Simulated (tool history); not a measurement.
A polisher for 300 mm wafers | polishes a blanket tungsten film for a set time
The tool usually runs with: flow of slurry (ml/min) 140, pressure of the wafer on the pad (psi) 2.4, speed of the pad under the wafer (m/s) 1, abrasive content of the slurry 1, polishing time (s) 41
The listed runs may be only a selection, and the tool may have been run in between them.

run,hour,flow of slurry (ml/min),pressure of the wafer on the pad (psi),speed of the pad under the wafer (m/s),abrasive content of the slurry,polishing time (s),"incoming thickness of the incoming film, nm",film removed (Å)
1,0,125,2.4,1.14,1,41,1256.7,1066
# hour 12.6: head pressure recalibrated
2,51.4,125,2.4,1.14,1,41,1241.7,1150
3,90.9,120,2.4,1,1,41,1251.7,1034
# hour 93.6: slurry tank refilled with fresh slurry and peroxide
# hour 152.3: slurry blender recalibrated
4,152.8,120,2.4,1,1,41,1237.7,1035
# hour 178: worn pad replaced by a new one
5,216.9,120,2.4,1,1,41,1224,1045
6,254.8,140,2.4,1,1,41,1232.8,1075
# hour 282.6: slurry nozzle cleaned
7,290.6,140,2.4,1,1,41,1247.9,1073
8,343.1,140,2.4,1,1,41,1258.1,1046
# hour 392: slurry tank refilled with fresh slurry and peroxide
9,400.5,140,2.4,1,1,41,1232.1,1051
# hour 425.8: slurry blender recalibrated
10,453,140,2.4,1,1,41,1261.8,1036
# hour 468.2: worn pad replaced by a new one
11,542.6,140,2.4,1.14,1.2,41,1265.1,1170
12,574.2,140,2.4,1,1,49,1239.9,1229
13,622,140,2.4,1,1,41,1258.8,978
14,651.6,140,2.4,0.86,1,41,1269.2,921
# hour 684.6: slurry tank refilled with fresh slurry and peroxide
# hour 696.2: slurry blender recalibrated
# hour 705: slurry nozzle cleaned
15,717.7,140,2.4,1,1,41,1261.5,976
# hour 726: worn pad replaced by a new one
16,753.5,185,2.8,1,0.85,41,1241.1,1186
# hour 811.5: head pressure recalibrated
17,811.9,185,2.4,1,1,41,1233.2,1143
18,840.1,140,2.4,1,1,41,1255.3,1091
19,880.3,140,2.4,1,0.9,41,1264.6,1067
20,930.4,140,1.6,1,0.8,30,1250,510
# hour 976.4: worn pad replaced by a new one
# hour 981.2: slurry tank refilled with fresh slurry and peroxide
# hour 1014.7: slurry blender recalibrated
21,1063.2,140,2.9,0.86,1.1,30,1232.7,857
22,1125,140,2.4,1,1,41,1252.4,1049
# hour 1138.2: slurry nozzle cleaned
23,1181.2,140,2.9,1,1,41,1243.4,1305
24,1250.8,160,2.4,0.78,1,41,1242.4,935
# hour 1264.3: slurry tank refilled with fresh slurry and peroxide
# hour 1304.3: worn pad replaced by a new one
25,1312.1,140,1.9,0.76,0.85,35,1251.7,585

Each row is a separate what-if for the run after 25, all from the same tool condition, not one after another. Results?
A,1312.5,140,3,1,1,41,1235.5,?
B,1312.5,110,2.4,1.26,1,34,1235.5,?
C,1312.5,165,2.4,1,1,51,1235.5,?
D,1312.5,140,2.4,0.64,1,41,1235.5,?
E,1312.5,140,2.8,1.1,1,41,1235.5,?

run,film removed (Å)
A,1300
B,972
C,1328
D,783
E,1297
Without the tool's hidden state the same runs would have given:
run,film removed (Å)
A,1340
B,1002
C,1368
D,807
E,1336
